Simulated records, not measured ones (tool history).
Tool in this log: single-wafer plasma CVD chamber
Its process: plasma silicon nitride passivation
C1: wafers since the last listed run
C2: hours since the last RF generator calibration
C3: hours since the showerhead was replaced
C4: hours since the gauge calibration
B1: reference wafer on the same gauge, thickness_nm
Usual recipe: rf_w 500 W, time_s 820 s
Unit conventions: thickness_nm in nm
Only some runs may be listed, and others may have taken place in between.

Run 1, hour 0: usual settings but rf_w 455 W; C1 0; C2 1081.6; C3 3482.4; C4 483.2; B1 1189.531. Result: thickness_nm 1171.343 nm.
Run 2, hour 34.5: usual settings but rf_w 455 W; C1 106; C2 1116.1; C3 3516.9; C4 517.7; B1 1189.574. Result: thickness_nm 1173.008 nm.
Run 3, hour 71.4: usual settings; C1 114; C2 1153; C3 3553.8; C4 554.6; B1 1190.772. Result: thickness_nm 1214.429 nm.
Run 4, hour 114.3: usual settings; C1 132; C2 1195.9; C3 3596.7; C4 597.5; B1 1191.611. Result: thickness_nm 1210.826 nm.
Run 5, hour 183.6: usual settings; C1 214; C2 1265.2; C3 3666; C4 666.8; B1 1188.917. Result: thickness_nm 1213.992 nm.
Run 6, hour 226.3: usual settings; C1 131; C2 1307.9; C3 3708.7; C4 709.5; B1 1189.594. Result: thickness_nm 1208.333 nm.
Run 7, hour 288.9: usual settings but time_s 878 s; C1 193; C2 1370.5; C3 3771.3; C4 772.1; B1 1188.824. Result: thickness_nm 1293.527 nm.
Run 8, hour 335.8: usual settings but time_s 878 s; C1 144; C2 1417.4; C3 3818.2; C4 819; B1 1189.722. Result: thickness_nm 1283.129 nm.
Run 9, hour 371.1: usual settings but time_s 780 s; C1 109; C2 1452.7; C3 3853.5; C4 854.3; B1 1191.599. Result: thickness_nm 1150.886 nm.
Run 10, hour 411.2: usual settings but time_s 780 s; C1 123; C2 1492.8; C3 3893.6; C4 894.4; B1 1191.387. Result: thickness_nm 1142.052 nm.
Run 11, hour 443.3: usual settings but rf_w 470 W, time_s 921 s; C1 99; C2 1524.9; C3 3925.7; C4 926.5; B1 1189.064. Result: thickness_nm 1324.367 nm.
At hour 482.8: RF generator calibrated.
Run 12, hour 488.6: usual settings but rf_w 570 W; C1 115; C2 5.8; C3 3971; C4 971.8; B1 1190.903. Result: thickness_nm 1315.228 nm.
At hour 493.5: gauge calibrated.
At hour 499.7: showerhead replaced.
Run 13, hour 552.8: usual settings; C1 173; C2 70; C3 53.1; C4 59.3; B1 1188.838. Result: thickness_nm 1242.715 nm.
Run 14, hour 591.1: usual settings but rf_w 595 W; C1 118; C2 108.3; C3 91.4; C4 97.6; B1 1189.024. Result: thickness_nm 1340.505 nm.
Run 15, hour 637.7: usual settings; C1 144; C2 154.9; C3 138; C4 144.2; B1 1189.315. Result: thickness_nm 1237.021 nm.
Run 16, hour 665.2: usual settings but rf_w 450 W, time_s 711 s; C1 85; C2 182.4; C3 165.5; C4 171.7; B1 1189.229. Result: thickness_nm 1035.152 nm.
Run 17, hour 714.3: usual settings but rf_w 580 W, time_s 885 s; C1 151; C2 231.5; C3 214.6; C4 220.8; B1 1189.35. Result: thickness_nm 1406.858 nm.
Run 18, hour 781.5: usual settings but rf_w 405 W; C1 207; C2 298.7; C3 281.8; C4 288; B1 1189.196. Result: thickness_nm 1153.385 nm.
Run 19, hour 851: usual settings but rf_w 560 W, time_s 928 s; C1 214; C2 368.2; C3 351.3; C4 357.5; B1 1191.802. Result: thickness_nm 1470.291 nm.
Run 20, hour 882.4: usual settings; C1 97; C2 399.6; C3 382.7; C4 388.9; B1 1189.468. Result: thickness_nm 1237.117 nm.
Run 21, hour 932.4: usual settings but time_s 970 s; C1 154; C2 449.6; C3 432.7; C4 438.9; B1 1188.864. Result: thickness_nm 1473.831 nm.

Below are 5 alternative next runs, each starting from the tool's condition after run 21. Predict each:
Run A, hour 933: usual settings but rf_w 470 W; C1 1; C2 450.2; C3 433.3; C4 439.5; B1 ?. Result: thickness_nm ?.
Run B, hour 933: usual settings but rf_w 575 W, time_s 709 s; C1 1; C2 450.2; C3 433.3; C4 439.5; B1 ?. Result: thickness_nm ?.
Run C, hour 933: usual settings but rf_w 540 W, time_s 976 s; C1 1; C2 450.2; C3 433.3; C4 439.5; B1 ?. Result: thickness_nm ?.
Run D, hour 933: usual settings but rf_w 545 W, time_s 752 s; C1 1; C2 450.2; C3 433.3; C4 439.5; B1 ?. Result: thickness_nm ?.
Run E, hour 933: usual settings but rf_w 415 W, time_s 758 s; C1 1; C2 450.2; C3 433.3; C4 439.5; B1 ?. Result: thickness_nm ?.

run        B1  thickness_nm
  A  1190.658      1209.298
  B  1190.658      1125.132
  C  1190.658      1514.378
  D  1190.658      1170.696
  E  1190.658      1066.544
The same runs, with their run-to-run variation unchanged, on a tool lacking any hidden condition would have given:
run  thickness_nm
  A      1221.965
  B      1136.918
  C      1530.241
  D      1182.959
  E      1077.716
